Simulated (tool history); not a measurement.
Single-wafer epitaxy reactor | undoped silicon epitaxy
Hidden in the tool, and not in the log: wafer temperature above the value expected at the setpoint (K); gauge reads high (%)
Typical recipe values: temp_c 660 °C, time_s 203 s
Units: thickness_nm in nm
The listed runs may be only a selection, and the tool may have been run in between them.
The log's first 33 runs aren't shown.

run	hour	temp_c	time_s	wafers since the last listed run	hours since the last pyrometer calibration	hours since the gauge calibration	read-back reference wafer on the same gauge, thickness_nm	thickness_nm
34	529.6	652	229	317	105.8	231.5	42.087	37.159
35	546.1	660	203	127	122.3	248	42.154	39.732
36	559.6	669	232	104	135.8	261.5	42.078	55.405
37	574.5	667	174	115	150.7	276.4	42.091	39.546
38	590	646	232	120	166.2	291.9	42.054	32.503
39	601	660	203	85	177.2	302.9	42.099	39.31
40	617.1	652	179	124	193.3	319	41.982	28.887
41	659.8	648	169	331	236	361.7	42.102	24.822
42	666	648	164	48	242.2	367.9	42.154	24.235
43	683.2	664	223	133	259.4	385.1	42.207	47.304
44	702.2	645	180	147	278.4	404.1	42.155	24.525
45	714.8	651	203	97	291	416.7	42.111	31.913
46	726.1	649	228	87	302.3	428	42.072	34.157
47	743	646	233	131	319.2	444.9	42.073	32.46
48	759.3	660	203	126	335.5	461.2	42.135	39.111

3 options for the next run, each taken on its own from the tool as it stands now. Forecast them:
A	759.8	673	203	3	336	461.7	?	?
B	759.8	653	240	3	336	461.7	?	?
C	759.8	671	203	3	336	461.7	?	?

run	read-back reference wafer on the same gauge, thickness_nm	thickness_nm
A	42.067	52.773
B	42.067	39.64
C	42.067	50.48
Without the tool's unlogged condition, the same runs would have read:
run	thickness_nm
A	53.78
B	40.432
C	51.447
